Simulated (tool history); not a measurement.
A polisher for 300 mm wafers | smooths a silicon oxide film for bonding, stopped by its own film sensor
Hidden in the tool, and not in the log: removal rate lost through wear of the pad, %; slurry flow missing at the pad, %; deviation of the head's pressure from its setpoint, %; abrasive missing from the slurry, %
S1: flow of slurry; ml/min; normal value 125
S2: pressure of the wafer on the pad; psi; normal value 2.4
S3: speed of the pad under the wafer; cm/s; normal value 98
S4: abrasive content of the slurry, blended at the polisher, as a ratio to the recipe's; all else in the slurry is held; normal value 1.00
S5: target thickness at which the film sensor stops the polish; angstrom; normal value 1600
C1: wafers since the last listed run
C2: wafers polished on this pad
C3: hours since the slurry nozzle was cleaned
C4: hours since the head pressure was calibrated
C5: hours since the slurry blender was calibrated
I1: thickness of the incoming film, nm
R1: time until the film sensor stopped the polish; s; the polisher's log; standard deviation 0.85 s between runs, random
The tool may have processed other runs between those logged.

run	hour	S1	S2	S3	S4	S5	C1	C2	C3	C4	C5	I1	R1
1	0.0	125	2.4	98	1.00	1600	0	48	784.1	923.9	180.3	213.9	76.9
2	14.4	125	2.4	98	1.00	1600	146	194	798.5	938.3	194.7	206.5	64.6
3	64.2	125	2.4	98	1.00	1600	505	699	848.3	988.1	244.5	208.4	70.8
4	72.6	125	2.4	98	1.00	1600	85	784	856.7	996.5	252.9	210.4	72.4
5	83.9	125	2.4	98	1.00	1600	114	899	868.0	1007.8	264.2	213.1	75.2
# hour 104.5: worn pad replaced by a new one
6	105.0	125	2.4	98	1.00	1600	173	5	889.1	1028.9	285.3	206.0	66.9
7	111.9	125	2.4	98	1.00	1550	69	75	896.0	1035.8	292.2	212.0	82.5
8	120.5	110	2.4	98	1.00	1560	87	162	904.6	1044.4	300.8	210.4	82.6
9	137.1	110	2.4	98	1.00	1560	168	330	921.2	1061.0	317.4	208.6	82.8
10	144.1	125	2.4	108	1.00	1600	71	401	928.2	1068.0	324.4	206.2	64.0
11	159.6	125	2.4	98	1.00	1600	157	559	943.7	1083.5	339.9	209.6	74.9
12	169.7	125	2.4	98	1.15	1600	102	661	953.8	1093.6	350.0	205.9	65.2
# hour 176.0: slurry blender recalibrated
# hour 204.7: worn pad replaced by a new one
13	219.8	125	2.4	98	1.15	1600	447	152	1003.9	1143.7	43.8	206.3	65.6
# hour 222.6: slurry nozzle cleaned
14	232.3	125	2.4	98	1.00	1690	116	269	9.7	1156.2	56.3	208.6	49.6
15	239.0	140	2.1	98	1.00	1600	67	337	16.4	1162.9	63.0	209.8	67.4
16	250.4	125	2.7	98	1.30	1600	115	453	27.8	1174.3	74.4	211.4	50.9
17	266.3	145	2.6	98	0.90	1600	161	614	43.7	1190.2	90.3	209.9	57.4
18	276.4	90	3.1	98	0.80	1600	102	716	53.8	1200.3	100.4	208.0	55.3
19	283.5	125	2.4	98	1.00	1600	72	788	60.9	1207.4	107.5	209.5	62.2

The next listed run, before its measurement:
20	290.4	125	2.8	98	1.00	1600	69	858	67.8	1214.3	114.4	209.9	?

R1: 51.5 s
With the hidden condition absent and the run-to-run variation left alone, this run would have shown R1 50.7 s.
